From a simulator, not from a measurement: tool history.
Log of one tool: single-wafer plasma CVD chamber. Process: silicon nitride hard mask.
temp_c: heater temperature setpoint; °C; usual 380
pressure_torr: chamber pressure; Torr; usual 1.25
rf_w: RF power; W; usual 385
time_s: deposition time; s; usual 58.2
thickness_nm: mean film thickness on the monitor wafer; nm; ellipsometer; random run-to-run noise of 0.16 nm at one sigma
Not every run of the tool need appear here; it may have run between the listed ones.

run    hour  temp_c  pressure_torr  rf_w  time_s  wafers since the last listed run  hours since the last thermocouple change  hours since the last RF generator calibration  hours since the last manometer calibration  hours since the showerhead was replaced  hours since the gauge calibration  read-back reference wafer on the same gauge, thickness_nm  thickness_nm
  1       0     380           1.25   385    58.2                                 0                                    1888.5                                          574.3                                      1443.6                                   4178.7                              173.9                                                     86.103         72.87
  2    38.5     380           1.25   385    58.2                               377                                      1927                                          612.8                                      1482.1                                   4217.2                              212.4                                                     86.111        73.202
  3   121.6     380           1.25   385    58.2                               814                                    2010.1                                          695.9                                      1565.2                                   4300.3                              295.5                                                     86.111        72.961
  4   223.2     380           1.25   385    58.2                               996                                    2111.7                                          797.5                                      1666.8                                   4401.9                              397.1                                                     86.049        72.786
  5     265     380           1.25   385    58.2                               409                                    2153.5                                          839.3                                      1708.6                                   4443.7                              438.9                                                     86.088        72.803
  6   347.4     380           1.25   385    58.2                               808                                    2235.9                                          921.7                                        1791                                   4526.1                              521.3                                                     86.091        72.627
  7     455     380           1.25   385    58.2                              1055                                    2343.5                                         1029.3                                      1898.6                                   4633.7                              628.9                                                     86.118        72.861
      484.8  -- capacitance manometer re-zeroed and calibrated
  8   558.8     380           1.25   385    64.9                               939                                    2447.3                                         1133.1                                          74                                   4737.5                              732.7                                                     86.103        80.083
  9   611.1     380           1.25   385    58.2                               512                                    2499.6                                         1185.4                                       126.3                                   4789.8                                785                                                     86.106        71.767
      624.9  -- gauge calibrated
      709.9  -- RF generator calibrated
 10   710.4     380           1.25   385    58.2                               895                                    2598.9                                            0.5                                       225.6                                   4889.1                               85.5                                                     86.133        73.298
 11   774.4     374           1.04   385    62.8                               627                                    2662.9                                           64.5                                       289.6                                   4953.1                              149.5                                                     86.075        75.341
 12   816.7     384           1.15   435    53.4                               414                                    2705.2                                          106.8                                       331.9                                   4995.4                              191.8                                                     86.111         69.84
 13   861.5     380           1.25   385    58.2                               439                                      2750                                          151.6                                       376.7                                   5040.2                              236.6                                                     86.068        73.271
      912.5  -- thermocouple changed; heater temperature recalibrated
 14     926     384           0.99   455    54.2                               554                                      13.5                                          216.1                                       441.2                                   5104.7                              301.1                                                     86.067         69.48
      962.2  -- showerhead replaced
 15   992.3     380           1.25   385    63.4                               571                                      79.8                                          282.4                                       507.5                                     30.1                              367.4                                                     86.083        79.488
 16  1055.5     380           1.43   385    58.2                               619                                       143                                          345.6                                       570.7                                     93.3                              430.6                                                     86.057        75.277
 17  1158.6     380           1.43   385    58.2                              1011                                     246.1                                          448.7                                       673.8                                    196.4                              533.7                                                     86.062        75.488
 18    1230     370           1.05   385    51.4                               700                                     317.5                                          520.1                                       745.2                                    267.8                              605.1                                                     86.069        61.806

Forecast each of these 3 alternatives for the next run:
  A  1230.4     380           1.07   385    58.2                                 3                                     317.9                                          520.5                                       745.6                                    268.2                              605.5                                                          ?             ?
  B  1230.4     380            1.5   385    58.2                                 3                                     317.9                                          520.5                                       745.6                                    268.2                              605.5                                                          ?             ?
  C  1230.4     380           1.14   460    58.2                                 3                                     317.9                                          520.5                                       745.6                                    268.2                              605.5                                                          ?             ?

run  read-back reference wafer on the same gauge, thickness_nm  thickness_nm
  A                                                     86.094        70.098
  B                                                     86.094         76.35
  C                                                     86.094        77.957
What these runs would have given with no unlogged condition in the tool:
run  thickness_nm
  A        70.069
  B        76.413
  C        77.929

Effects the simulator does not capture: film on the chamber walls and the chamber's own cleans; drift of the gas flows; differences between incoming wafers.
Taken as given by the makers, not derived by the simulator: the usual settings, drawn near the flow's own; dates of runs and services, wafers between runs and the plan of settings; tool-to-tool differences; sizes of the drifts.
